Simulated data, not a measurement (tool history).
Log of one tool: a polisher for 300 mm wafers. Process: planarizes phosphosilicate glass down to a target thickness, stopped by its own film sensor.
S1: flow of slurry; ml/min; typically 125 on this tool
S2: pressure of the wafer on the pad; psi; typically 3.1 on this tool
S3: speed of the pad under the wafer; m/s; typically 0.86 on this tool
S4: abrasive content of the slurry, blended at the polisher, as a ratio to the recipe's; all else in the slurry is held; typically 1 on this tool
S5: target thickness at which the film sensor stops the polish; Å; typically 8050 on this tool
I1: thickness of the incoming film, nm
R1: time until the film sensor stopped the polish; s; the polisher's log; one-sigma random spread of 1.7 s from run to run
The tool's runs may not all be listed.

| run | day | S1 | S2 | S3 | S4 | S5 | I1 | R1 |
|---|---|---|---|---|---|---|---|---|
| 1 | 0 | 100 | 2.4 | 0.86 | 1 | 8050 | 1312.7 | 126.3 |
| 2 | 0.804 | 100 | 2.4 | 0.86 | 1 | 8050 | 1321.8 | 133 |
| 3 | 1.717 | 100 | 2.4 | 0.86 | 1 | 8050 | 1355.8 | 142.3 |
|  | 4.021 | worn pad replaced by a new one |
| 4 | 6.071 | 125 | 3.1 | 0.86 | 0.8 | 8050 | 1330.8 | 111 |
|  | 6.621 | head pressure recalibrated |
|  | 6.729 | slurry blender recalibrated |
| 5 | 6.75 | 125 | 3.1 | 0.86 | 0.8 | 8050 | 1332.7 | 117.4 |
| 6 | 8.042 | 125 | 3.1 | 0.66 | 1 | 8050 | 1316 | 120.8 |
|  | 8.496 | conditioning disc replaced and pad reconditioned |
| 7 | 9.1 | 125 | 3.1 | 0.66 | 1 | 8050 | 1355.3 | 130.8 |
| 8 | 10 | 125 | 3.1 | 0.66 | 1 | 8050 | 1351.8 | 136.3 |
|  | 10.338 | worn pad replaced by a new one |
| 9 | 10.883 | 125 | 3.1 | 0.86 | 1 | 8050 | 1357.9 | 96.6 |
| 10 | 12.238 | 125 | 2.5 | 1.08 | 1 | 9040 | 1313.6 | 77.7 |
| 11 | 13.2 | 125 | 3.1 | 0.86 | 1 | 8050 | 1343.3 | 102.8 |
| 12 | 13.842 | 125 | 2.5 | 0.86 | 1 | 8050 | 1328.6 | 122.6 |
|  | 14.025 | slurry blender recalibrated |
|  | 14.358 | slurry nozzle cleaned |
| 13 | 14.379 | 100 | 2.4 | 0.86 | 1 | 8050 | 1316.2 | 129.9 |
| 14 | 15.408 | 125 | 3.4 | 0.6 | 1.15 | 8050 | 1334.3 | 117 |
| 15 | 16.254 | 125 | 2.2 | 0.78 | 0.8 | 8050 | 1325.7 | 183.9 |
|  | 16.729 | worn pad replaced by a new one |
| 16 | 16.812 | 125 | 3.5 | 0.86 | 1 | 8050 | 1326.6 | 80.7 |
| 17 | 17.662 | 100 | 2.4 | 0.86 | 1 | 8050 | 1319.9 | 124.4 |
| 18 | 18.958 | 125 | 4.1 | 0.76 | 1 | 8050 | 1308.3 | 73.5 |
| 19 | 19.479 | 125 | 3.1 | 0.76 | 0.75 | 8050 | 1327.6 | 129.7 |
| 20 | 20.133 | 125 | 3.1 | 0.64 | 1 | 9540 | 1334.6 | 87.9 |
|  | 21.112 | slurry blender recalibrated |
| 21 | 21.479 | 145 | 3.6 | 1.12 | 1 | 9030 | 1334.3 | 56.3 |
|  | 22.675 | conditioning disc replaced and pad reconditioned |
| 22 | 22.696 | 125 | 3.7 | 0.72 | 1 | 6460 | 1356.9 | 138.9 |
|  | 23.867 | worn pad replaced by a new one |
| 23 | 23.888 | 125 | 3.8 | 0.86 | 0.9 | 9690 | 1316.7 | 51.8 |
| 24 | 25.75 | 90 | 3.1 | 0.86 | 1 | 8050 | 1328.7 | 100.5 |

Each row is a separate what-if for the run after 24, all from the same tool condition, not one after another. Results?
| A | 25.767 | 125 | 3.8 | 0.86 | 1 | 8050 | 1317.4 | ? |
| B | 25.767 | 165 | 3.1 | 0.86 | 1.25 | 8050 | 1317.4 | ? |
| C | 25.767 | 125 | 2.7 | 0.86 | 1.15 | 8050 | 1317.4 | ? |
| D | 25.767 | 90 | 2.7 | 0.86 | 1 | 8050 | 1317.4 | ? |
| E | 25.767 | 125 | 3.1 | 0.6 | 1 | 8050 | 1317.4 | ? |

| run | R1 |
|---|---|
| A | 78 |
| B | 80.4 |
| C | 101.6 |
| D | 120.1 |
| E | 127.5 |
Stripped of hidden state, with their random variation kept, the same runs would have yielded:
| run | R1 |
|---|---|
| A | 73.6 |
| B | 75.9 |
| C | 95.9 |
| D | 113.3 |
| E | 120.4 |

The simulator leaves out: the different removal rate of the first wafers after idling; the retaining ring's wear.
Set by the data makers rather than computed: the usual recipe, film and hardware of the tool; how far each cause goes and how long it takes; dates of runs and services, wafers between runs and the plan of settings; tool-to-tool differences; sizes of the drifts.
